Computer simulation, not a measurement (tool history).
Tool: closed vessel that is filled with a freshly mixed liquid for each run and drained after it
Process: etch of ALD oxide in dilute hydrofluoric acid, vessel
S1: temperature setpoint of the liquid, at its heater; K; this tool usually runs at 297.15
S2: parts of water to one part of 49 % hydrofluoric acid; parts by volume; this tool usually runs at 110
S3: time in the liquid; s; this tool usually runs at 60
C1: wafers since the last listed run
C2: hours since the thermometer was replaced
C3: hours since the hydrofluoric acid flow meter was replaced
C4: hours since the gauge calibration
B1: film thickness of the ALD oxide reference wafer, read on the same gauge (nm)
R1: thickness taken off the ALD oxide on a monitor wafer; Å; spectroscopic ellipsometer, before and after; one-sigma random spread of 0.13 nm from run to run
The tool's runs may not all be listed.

run,hour,S1,S2,S3,C1,C2,C3,C4,B1,R1
1,0,297.15,110,75,0,936.2,663.2,991.4,40,192.8
2,28.5,297.15,110,75,1790,964.7,691.7,1019.9,40,190.7
3,98.5,297.15,110,75,4396,1034.7,761.7,1089.9,39.99,190.6
# hour 129.1: gauge calibrated
4,166.1,297.15,120,60,4245,1102.3,829.3,37,39.99,137
5,232.4,297.15,120,60,4164,1168.6,895.6,103.3,40.01,135.7
6,263.1,297.15,120,60,1928,1199.3,926.3,134,39.99,136.7
7,308.3,297.15,110,60,2838,1244.5,971.5,179.2,39.98,149.8
8,345.8,293.65,110,60,2355,1282,1009,216.7,40,128.9
9,413.4,293.65,110,60,4245,1349.6,1076.6,284.3,40.01,128.6
10,442.5,297.15,110,60,1827,1378.7,1105.7,313.4,40.03,146.6
11,493.1,294.65,110,60,3178,1429.3,1156.3,364,40.01,133.4
12,540.5,294.65,110,60,2977,1476.7,1203.7,411.4,39.99,132
13,569.3,297.15,110,60,1808,1505.5,1232.5,440.2,40.01,145.8
14,605.2,297.15,110,60,2254,1541.4,1268.4,476.1,39.98,146.4
15,646.5,297.15,110,60,2594,1582.7,1309.7,517.4,39.99,147.5
16,765.4,292.65,155,60,7467,1701.6,1428.6,636.3,40.01,81.9
17,827.3,297.15,110,60,3887,1763.5,1490.5,698.2,39.99,142.6
18,884.6,293.15,110,60,3598,1820.8,1547.8,755.5,39.99,121.3
# hour 900.8: thermometer replaced
19,945.7,297.15,110,30,3774,44.9,1608.9,816.6,39.97,78.3
# hour 969.6: hydrofluoric acid flow meter replaced
20,973.2,300.15,70,50,1664,72.4,3.6,844.1,40.04,255.8
21,1018.6,297.15,110,75,2851,117.8,49,889.5,40,206.8
22,1070.8,297.15,110,60,3278,170,101.2,941.7,40,161.4
23,1109.6,293.15,160,70,2436,208.8,140,980.5,40.02,105.3
24,1146.2,293.65,110,60,2298,245.4,176.6,1017.1,40.02,140.8
# hour 1147.5: gauge calibrated
25,1214.8,297.15,110,60,4308,314,245.2,67.3,39.99,160.4
26,1317.6,301.65,70,60,6456,416.8,348,170.1,39.98,319.8
27,1388.9,297.15,110,60,4478,488.1,419.3,241.4,39.98,157.7
28,1424.5,299.65,165,40,2235,523.7,454.9,277,39.99,72.6
29,1489.5,292.65,110,60,4082,588.7,519.9,342,39.99,130.9
30,1524.9,297.15,110,60,2223,624.1,555.3,377.4,39.99,156.8
31,1557.5,294.65,135,70,2047,656.7,587.9,410,40.01,130.3
32,1603.7,297.15,110,60,2901,702.9,634.1,456.2,40,157
33,1665.7,292.65,110,50,3894,764.9,696.1,518.2,39.98,108.5
34,1817.6,295.15,95,35,9540,916.8,848,670.1,39.99,97.3

Results per run with the tool's hidden condition removed, run-to-run variation unchanged:
Unlogged tool condition in this case: liquid colder than its thermometer reads (K); hydrofluoric acid flow below the setpoint (%); gauge reads high (%).
run,R1
1,208
2,206.2
3,207.1
4,149.6
5,148.9
6,150.3
7,165.4
8,142.9
9,143.3
10,163.4
11,149.4
12,148.4
13,164
14,165.2
15,166.9
16,93.7
17,163.5
18,140.1
19,83.4
20,258.2
21,209.5
22,164.1
23,107.4
24,144
25,164.8
26,330.8
27,164.2
28,75.7
29,137.4
30,164.8
31,137.3
32,166
33,115.4
34,104.6

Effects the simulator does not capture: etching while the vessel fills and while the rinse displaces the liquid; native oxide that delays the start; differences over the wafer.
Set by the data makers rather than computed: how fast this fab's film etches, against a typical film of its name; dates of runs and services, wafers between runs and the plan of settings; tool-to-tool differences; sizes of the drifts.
